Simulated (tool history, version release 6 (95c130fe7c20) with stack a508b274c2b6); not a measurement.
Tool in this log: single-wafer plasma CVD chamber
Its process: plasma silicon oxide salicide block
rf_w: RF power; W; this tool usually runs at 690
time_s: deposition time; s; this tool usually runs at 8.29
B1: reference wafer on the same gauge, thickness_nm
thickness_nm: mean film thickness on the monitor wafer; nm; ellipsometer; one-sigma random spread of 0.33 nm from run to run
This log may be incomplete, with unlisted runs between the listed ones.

Run 1, day 0.000: usual settings; B1 69.736. Result: thickness_nm 81.784 nm.
Run 2, day 2.121: usual settings; B1 69.657. Result: thickness_nm 81.891 nm.
Run 3, day 5.675: usual settings but time_s 9.10 s; B1 69.674. Result: thickness_nm 89.602 nm.
Run 4, day 7.917: usual settings but time_s 9.10 s; B1 69.672. Result: thickness_nm 89.805 nm.
Run 5, day 9.775: usual settings but time_s 9.10 s; B1 69.641. Result: thickness_nm 89.027 nm.
Run 6, day 11.958: usual settings but rf_w 615 W; B1 69.719. Result: thickness_nm 78.367 nm.
Run 7, day 15.712: usual settings; B1 69.701. Result: thickness_nm 81.091 nm.
Run 8, day 18.992: usual settings; B1 69.654. Result: thickness_nm 81.034 nm.
Run 9, day 22.762: usual settings but rf_w 720 W, time_s 9.38 s; B1 69.586. Result: thickness_nm 94.238 nm.
Run 10, day 25.688: usual settings but rf_w 720 W, time_s 9.38 s; B1 69.582. Result: thickness_nm 93.322 nm.
At day 26.546: RF generator calibrated.
Run 11, day 29.154: usual settings but rf_w 610 W, time_s 7.34 s; B1 69.669. Result: thickness_nm 70.260 nm.
Run 12, day 31.475: usual settings but rf_w 610 W, time_s 7.34 s; B1 69.749. Result: thickness_nm 70.218 nm.
At day 35.075: gauge calibrated.
Run 13, day 35.838: usual settings but time_s 7.83 s; B1 69.702. Result: thickness_nm 77.858 nm.
Run 14, day 38.233: usual settings but rf_w 775 W, time_s 7.16 s; B1 69.693. Result: thickness_nm 74.039 nm.
Run 15, day 41.854: usual settings but rf_w 720 W, time_s 9.38 s; B1 69.606. Result: thickness_nm 93.947 nm.
Run 16, day 45.500: usual settings but rf_w 650 W, time_s 7.86 s; B1 69.657. Result: thickness_nm 75.962 nm.
Run 17, day 48.358: usual settings but rf_w 805 W, time_s 9.31 s; B1 69.648. Result: thickness_nm 96.826 nm.
Run 18, day 52.442: usual settings but rf_w 805 W, time_s 7.42 s; B1 69.721. Result: thickness_nm 76.692 nm.
At day 52.908: showerhead replaced.
Run 19, day 55.288: usual settings but rf_w 735 W; B1 69.670. Result: thickness_nm 83.587 nm.
Run 20, day 57.954: usual settings but time_s 8.86 s; B1 69.638. Result: thickness_nm 86.339 nm.
Run 21, day 61.712: usual settings but time_s 7.68 s; B1 69.728. Result: thickness_nm 75.466 nm.
Run 22, day 64.362: usual settings; B1 69.750. Result: thickness_nm 81.501 nm.
Run 23, day 66.500: usual settings but rf_w 555 W, time_s 7.78 s; B1 69.690. Result: thickness_nm 70.662 nm.
Run 24, day 68.879: usual settings but time_s 9.55 s; B1 69.714. Result: thickness_nm 92.889 nm.

Here are 5 independent what-if runs from the current tool condition. What would each one return?
Run A, day 68.896: usual settings but time_s 9.79 s; B1 ?. Result: thickness_nm ?.
Run B, day 68.896: usual settings but rf_w 645 W, time_s 8.89 s; B1 ?. Result: thickness_nm ?.
Run C, day 68.896: usual settings but rf_w 590 W, time_s 6.94 s; B1 ?. Result: thickness_nm ?.
Run D, day 68.896: usual settings but rf_w 555 W, time_s 6.86 s; B1 ?. Result: thickness_nm ?.
Run E, day 68.896: usual settings but rf_w 655 W, time_s 8.93 s; B1 ?. Result: thickness_nm ?.

run      B1  thickness_nm
  A  69.748        95.722
  B  69.748        84.869
  C  69.748        64.163
  D  69.748        62.022
  E  69.748        85.719
Without the tool's hidden state the same runs would have given:
run  thickness_nm
  A        99.047
  B        87.817
  C        66.391
  D        64.176
  E        88.697

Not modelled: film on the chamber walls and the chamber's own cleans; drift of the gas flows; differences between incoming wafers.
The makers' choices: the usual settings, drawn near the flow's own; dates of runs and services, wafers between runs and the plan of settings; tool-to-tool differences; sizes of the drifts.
